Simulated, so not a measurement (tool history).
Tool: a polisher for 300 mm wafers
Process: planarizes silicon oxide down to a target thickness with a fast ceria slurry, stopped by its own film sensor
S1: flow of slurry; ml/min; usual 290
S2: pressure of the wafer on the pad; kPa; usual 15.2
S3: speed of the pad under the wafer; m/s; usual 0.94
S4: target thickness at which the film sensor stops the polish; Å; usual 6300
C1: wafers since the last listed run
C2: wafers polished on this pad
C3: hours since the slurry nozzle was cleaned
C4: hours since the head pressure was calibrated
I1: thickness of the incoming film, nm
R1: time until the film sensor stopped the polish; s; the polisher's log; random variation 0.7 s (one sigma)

run	day	S1	S2	S3	S4	C1	C2	C3	C4	I1	R1
1	0.000	290	15.2	0.84	6300	0	756	291.1	998.4	1336.1	70.3
2	1.229	290	15.2	0.94	6300	238	995	320.6	1027.9	1350.2	64.6
# day 3.017: worn pad replaced by a new one
# day 4.017: slurry nozzle cleaned
3	4.196	290	15.2	0.94	6300	535	221	4.3	1099.1	1325.0	61.5
4	7.108	290	15.2	0.94	6300	565	786	74.2	1169.0	1352.8	65.1
5	8.829	290	15.2	0.94	5180	334	1121	115.5	1210.3	1320.9	73.4
6	10.521	290	15.2	0.94	5180	328	1449	156.1	1250.9	1324.2	73.8
# day 10.700: worn pad replaced by a new one
7	12.796	290	11.0	0.94	6300	409	407	210.7	1305.5	1332.6	73.9
# day 12.942: head pressure recalibrated
8	15.271	290	11.0	0.94	6300	464	871	270.1	55.9	1351.5	80.6
9	16.312	290	15.2	0.94	6300	202	1073	295.1	80.9	1343.1	67.5
# day 17.621: worn pad replaced by a new one
10	18.688	290	15.2	0.86	7280	428	207	352.1	137.9	1314.2	58.8
# day 20.854: slurry nozzle cleaned
11	21.829	290	15.2	0.94	6300	602	809	23.4	213.3	1330.0	65.7
# day 24.346: worn pad replaced by a new one
12	24.642	340	15.2	1.26	8520	513	57	90.9	280.8	1317.0	30.7
13	26.412	290	15.2	0.86	6300	343	401	133.4	323.3	1341.0	69.8
14	27.533	370	15.2	0.72	6300	217	619	160.3	350.2	1352.6	83.1
15	30.421	290	11.7	0.94	6300	560	1180	229.6	419.5	1350.3	76.9
16	31.871	215	15.2	0.94	6300	281	1461	264.4	454.3	1320.3	66.1

3 ways to go on from here, each from the tool as it stands after run 16. What would each give?
A	31.888	290	15.2	0.94	6300	3	1464	264.8	454.7	1351.6	?
B	31.888	290	15.2	0.94	3820	3	1464	264.8	454.7	1351.6	?
C	31.888	290	15.2	0.68	6300	3	1464	264.8	454.7	1351.6	?

run	R1
A	66.5
B	89.4
C	91.9
Without the tool's hidden state the same runs would have given:
run	R1
A	64.7
B	87.0
C	89.5
